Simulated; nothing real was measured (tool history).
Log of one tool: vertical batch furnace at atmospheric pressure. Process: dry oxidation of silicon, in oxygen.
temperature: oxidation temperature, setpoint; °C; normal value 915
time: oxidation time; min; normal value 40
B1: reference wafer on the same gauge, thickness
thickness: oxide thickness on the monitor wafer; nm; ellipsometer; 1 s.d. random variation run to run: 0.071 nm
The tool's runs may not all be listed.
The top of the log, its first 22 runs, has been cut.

run 23 day=26.533 | temperature=915 time=40 | B1=40.89 | thickness=34.35
run 24 day=27.983 | temperature=915 time=47 | B1=40.91 | thickness=36.76
run 25 day=28.792 | temperature=915 time=40 | B1=40.89 | thickness=34.34
run 26 day=29.333 | temperature=901 time=53.5 | B1=40.89 | thickness=35.64
run 27 day=30.579 | temperature=922 time=34 | B1=40.91 | thickness=33.6
run 28 day=31.658 | temperature=915 time=48.5 | B1=40.91 | thickness=37.3
run 29 day=33.012 | temperature=930 time=46.5 | B1=40.91 | thickness=40.15
run 30 day=34.179 | temperature=901 time=53.5 | B1=40.89 | thickness=35.8
run 31 day=34.771 | temperature=915 time=40 | B1=40.9 | thickness=34.56
run 32 day=36.171 | temperature=927 time=46 | B1=40.91 | thickness=39.33
run 33 day=37.621 | temperature=897 time=21.5 | B1=40.91 | thickness=25.85
run 34 day=38.192 | temperature=915 time=49 | B1=40.89 | thickness=37.58
run 35 day=39.575 | temperature=902 time=40 | B1=40.9 | thickness=32.15
run 36 day=40.429 | temperature=928 time=33.5 | B1=40.91 | thickness=34.43
run 37 day=41.017 | temperature=925 time=40 | B1=40.9 | thickness=36.55
run 38 day=41.562 | temperature=930 time=56.5 | B1=40.93 | thickness=44.04
run 39 day=42.342 | temperature=891 time=54 | B1=40.91 | thickness=33.99

Alternative continuations, all from the tool just after run 39; predict every row:
run A day=42.554 | temperature=924 time=40 | B1=? | thickness=?
run B day=42.554 | temperature=904 time=26.5 | B1=? | thickness=?
run C day=42.554 | temperature=937 time=33 | B1=? | thickness=?
run D day=42.554 | temperature=903 time=28.5 | B1=? | thickness=?

run=A B1=40.93 thickness=36.33
run=B B1=40.93 thickness=28.19
run=C B1=40.93 thickness=35.89
run=D B1=40.93 thickness=28.71
Had the tool no hidden state, the same runs would have come out as:
run=A thickness=36
run=B thickness=27.99
run=C thickness=35.6
run=D thickness=28.5
